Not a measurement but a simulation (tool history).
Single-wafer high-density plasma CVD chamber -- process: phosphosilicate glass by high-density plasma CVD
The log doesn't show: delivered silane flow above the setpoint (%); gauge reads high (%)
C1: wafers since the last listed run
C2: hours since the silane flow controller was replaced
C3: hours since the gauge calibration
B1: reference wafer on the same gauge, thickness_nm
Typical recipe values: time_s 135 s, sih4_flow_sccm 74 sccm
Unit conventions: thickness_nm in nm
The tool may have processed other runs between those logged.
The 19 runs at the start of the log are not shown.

Run 20, hour 1264.2: usual settings but time_s 127 s; C1 1522; C2 1678.2; C3 96.4; B1 1063.371. Result: thickness_nm 848.313 nm.
At hour 1285.1: silane flow controller replaced.
Run 21, hour 1489: usual settings but time_s 125 s, sih4_flow_sccm 85 sccm; C1 3594; C2 203.9; C3 321.2; B1 1065.02. Result: thickness_nm 1004.679 nm.
Run 22, hour 1569.2: usual settings but time_s 150 s, sih4_flow_sccm 80 sccm; C1 1329; C2 284.1; C3 401.4; B1 1065.427. Result: thickness_nm 1123.804 nm.
Run 23, hour 1646: usual settings but time_s 119 s, sih4_flow_sccm 79 sccm; C1 1273; C2 360.9; C3 478.2; B1 1063.884. Result: thickness_nm 882.807 nm.
Run 24, hour 1720.9: usual settings; C1 1241; C2 435.8; C3 553.1; B1 1063.86. Result: thickness_nm 928.932 nm.
Run 25, hour 1768.5: usual settings but time_s 120 s, sih4_flow_sccm 63 sccm; C1 789; C2 483.4; C3 600.7; B1 1063.851. Result: thickness_nm 707.787 nm.
Run 26, hour 1866.9: usual settings; C1 1631; C2 581.8; C3 699.1; B1 1065.031. Result: thickness_nm 938.939 nm.
Run 27, hour 1947.8: usual settings but time_s 109 s, sih4_flow_sccm 64 sccm; C1 1341; C2 662.7; C3 780; B1 1065.129. Result: thickness_nm 652.056 nm.
Run 28, hour 2047.8: usual settings but time_s 146 s; C1 1658; C2 762.7; C3 880; B1 1064.902. Result: thickness_nm 1006.635 nm.
Run 29, hour 2105.1: usual settings; C1 950; C2 820; C3 937.3; B1 1065.944. Result: thickness_nm 925.279 nm.
Run 30, hour 2185.1: usual settings; C1 1326; C2 900; C3 1017.3; B1 1063.972. Result: thickness_nm 936.741 nm.
Run 31, hour 2229.4: usual settings; C1 734; C2 944.3; C3 1061.6; B1 1065.372. Result: thickness_nm 927.986 nm.
Run 32, hour 2322.2: usual settings but time_s 144 s, sih4_flow_sccm 81 sccm; C1 1538; C2 1037.1; C3 1154.4; B1 1064.223. Result: thickness_nm 1084.816 nm.
Run 33, hour 2400.8: usual settings but time_s 159 s; C1 1303; C2 1115.7; C3 1233; B1 1064.557. Result: thickness_nm 1097.761 nm.
Run 34, hour 2466.5: usual settings but time_s 151 s, sih4_flow_sccm 62 sccm; C1 1089; C2 1181.4; C3 1298.7; B1 1064.028. Result: thickness_nm 865.509 nm.
Run 35, hour 2521.2: usual settings; C1 907; C2 1236.1; C3 1353.4; B1 1065.107. Result: thickness_nm 923.024 nm.
Run 36, hour 2598: usual settings; C1 1273; C2 1312.9; C3 1430.2; B1 1064.248. Result: thickness_nm 919.182 nm.
Run 37, hour 2705.8: usual settings but time_s 116 s, sih4_flow_sccm 67 sccm; C1 1787; C2 1420.7; C3 1538; B1 1065.588. Result: thickness_nm 714.928 nm.
Run 38, hour 2798.2: usual settings but time_s 149 s, sih4_flow_sccm 85 sccm; C1 1532; C2 1513.1; C3 1630.4; B1 1064.933. Result: thickness_nm 1154.292 nm.
Run 39, hour 2844.5: usual settings but time_s 147 s, sih4_flow_sccm 87 sccm; C1 767; C2 1559.4; C3 1676.7; B1 1064.721. Result: thickness_nm 1159 nm.
Run 40, hour 2951.7: usual settings but time_s 119 s, sih4_flow_sccm 69 sccm; C1 1777; C2 1666.6; C3 1783.9; B1 1066.106. Result: thickness_nm 745.668 nm.

Forecast each of these 4 alternatives for the next run:
Run A, hour 2952.1: usual settings but time_s 147 s; C1 6; C2 1667; C3 1784.3; B1 ?. Result: thickness_nm ?.
Run B, hour 2952.1: usual settings but time_s 118 s; C1 6; C2 1667; C3 1784.3; B1 ?. Result: thickness_nm ?.
Run C, hour 2952.1: usual settings but sih4_flow_sccm 82 sccm; C1 6; C2 1667; C3 1784.3; B1 ?. Result: thickness_nm ?.
Run D, hour 2952.1: usual settings but time_s 152 s; C1 6; C2 1667; C3 1784.3; B1 ?. Result: thickness_nm ?.

run        B1  thickness_nm
  A  1065.406       988.046
  B  1065.406       793.126
  C  1065.406      1005.486
  D  1065.406      1021.653
Without the tool's hidden state the same runs would have given:
run  thickness_nm
  A      1024.174
  B       822.126
  C      1042.251
  D       1059.01

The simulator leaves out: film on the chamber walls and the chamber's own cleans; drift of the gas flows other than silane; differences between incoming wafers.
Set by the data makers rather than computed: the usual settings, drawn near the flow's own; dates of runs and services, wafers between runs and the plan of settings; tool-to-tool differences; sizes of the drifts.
